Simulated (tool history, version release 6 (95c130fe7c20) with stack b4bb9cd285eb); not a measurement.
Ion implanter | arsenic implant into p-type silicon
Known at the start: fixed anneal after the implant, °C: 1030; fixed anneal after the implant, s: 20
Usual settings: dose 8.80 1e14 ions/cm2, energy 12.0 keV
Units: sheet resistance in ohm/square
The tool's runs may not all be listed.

run    hour   dose  energy  wafers since the last listed run  hours since the last dose calibration  hours since the extraction supply was calibrated  hours since the gauge calibration  read-back reference wafer on the same gauge, sheet resistance  sheet resistance
  1     0.0   8.80    14.0                                 0                                  708.5                                            6407.9                             1039.0                                                         144.99            145.33
  2    30.0   7.92    12.0                               888                                  738.5                                            6437.9                             1069.0                                                         145.02            159.05
  3    82.7   8.80     9.0                              1560                                  791.2                                            6490.6                             1121.7                                                         144.87            150.96
  4   110.6   8.80    12.0                               826                                  819.1                                            6518.5                             1149.6                                                         144.92            148.91
  5   162.0   8.80    12.0                              1522                                  870.5                                            6569.9                             1201.0                                                         145.04            147.09
  6   203.4   8.80    12.0                              1226                                  911.9                                            6611.3                             1242.4                                                         144.99            147.30
  7   232.4   8.80    10.0                               858                                  940.9                                            6640.3                             1271.4                                                         145.18            150.41
  8   261.5   8.80    10.0                               861                                  970.0                                            6669.4                             1300.5                                                         145.04            149.32
  9   331.4   8.80    10.0                              2070                                 1039.9                                            6739.3                             1370.4                                                         145.00            148.05
 10   387.8   8.80    12.0                              1670                                 1096.3                                            6795.7                             1426.8                                                         144.98            147.39
 11   448.6   8.80    12.0                              1800                                 1157.1                                            6856.5                             1487.6                                                         144.92            146.30
 12   501.5   6.93    11.0                              1566                                 1210.0                                            6909.4                             1540.5                                                         145.09            173.65
 13   540.9   8.80    12.0                              1166                                 1249.4                                            6948.8                             1579.9                                                         145.06            146.55
 14   596.5   8.80    12.0                              1646                                 1305.0                                            7004.4                             1635.5                                                         144.84            147.58
 15   652.9   8.80    12.0                              1670                                 1361.4                                            7060.8                             1691.9                                                         145.11            146.08
 16   755.7   8.80    12.0                              3044                                 1464.2                                            7163.6                             1794.7                                                         145.10            146.62
 17   783.4   8.80    12.0                               820                                 1491.9                                            7191.3                             1822.4                                                         145.01            144.83
      814.9  -- gauge calibrated
 18   837.4   7.32    12.0                              1599                                 1545.9                                            7245.3                               22.5                                                         145.06            163.97
 19   871.7  11.06    10.0                              1015                                 1580.2                                            7279.6                               56.8                                                         144.79            129.14
 20   937.9   8.80    14.0                              1960                                 1646.4                                            7345.8                              123.0                                                         145.15            143.66
      994.8  -- Faraday cup replaced and dose calibrated
 21   995.3   9.70     9.0                              1462                                    0.5                                            7403.2                              180.4                                                         145.04            144.73
     1015.8  -- extraction supply calibrated
 22  1033.9   9.56    10.0                               906                                   39.1                                              18.1                              219.0                                                         144.94            144.42
 23  1059.4   6.67    13.0                               755                                   64.6                                              43.6                              244.5                                                         145.10            180.07
 24  1187.4  11.35    11.0                              3790                                  192.6                                             171.6                              372.5                                                         144.99            131.05
 25  1240.9   8.80    12.0                              1584                                  246.1                                             225.1                              426.0                                                         145.05            148.69
 26  1289.4   7.92    12.0                              1436                                  294.6                                             273.6                              474.5                                                         145.17            160.26
 27  1356.4  10.31    11.0                              1984                                  361.6                                             340.6                              541.5                                                         144.90            137.87
 28  1402.8  11.19     8.0                              1374                                  408.0                                             387.0                              587.9                                                         145.18            134.24
 29  1430.5   8.80    14.5                               820                                  435.7                                             414.7                              615.6                                                         145.13            145.12
 30  1466.5   8.80    12.0                              1066                                  471.7                                             450.7                              651.6                                                         144.86            149.49
 31  1537.6   8.80    12.0                              2105                                  542.8                                             521.8                              722.7                                                         144.84            149.40
 32  1604.7   8.80    12.0                              1987                                  609.9                                             588.9                              789.8                                                         144.97            147.78
 33  1633.4   6.35    12.0                               849                                  638.6                                             617.6                              818.5                                                         144.87            185.86
 34  1675.1   8.80    10.0                              1234                                  680.3                                             659.3                              860.2                                                         144.86            150.46
 35  1738.0   7.71    14.0                              1862                                  743.2                                             722.2                              923.1                                                         144.83            159.86
 36  1773.9   8.80    12.0                              1063                                  779.1                                             758.1                              959.0                                                         145.15            147.95
 37  1839.6  10.60     8.5                              1945                                  844.8                                             823.8                             1024.7                                                         145.10            136.35
 38  1907.8   8.08    15.0                              2019                                  913.0                                             892.0                             1092.9                                                         144.93            154.63

3 ways to go on from here, each from the tool as it stands after run 38. What would each give?
  A  1908.2   8.80    12.0                                11                                  913.4                                             892.4                             1093.3                                                              ?                 ?
  B  1908.2   7.56    14.5                                11                                  913.4                                             892.4                             1093.3                                                              ?                 ?
  C  1908.2  10.22    10.5                                11                                  913.4                                             892.4                             1093.3                                                              ?                 ?

run  read-back reference wafer on the same gauge, sheet resistance  sheet resistance
  A                                                         144.83            148.69
  B                                                         144.83            161.60
  C                                                         144.83            137.55
Without the tool's hidden state the same runs would have given:
run  sheet resistance
  A            149.18
  B            162.18
  C            137.95

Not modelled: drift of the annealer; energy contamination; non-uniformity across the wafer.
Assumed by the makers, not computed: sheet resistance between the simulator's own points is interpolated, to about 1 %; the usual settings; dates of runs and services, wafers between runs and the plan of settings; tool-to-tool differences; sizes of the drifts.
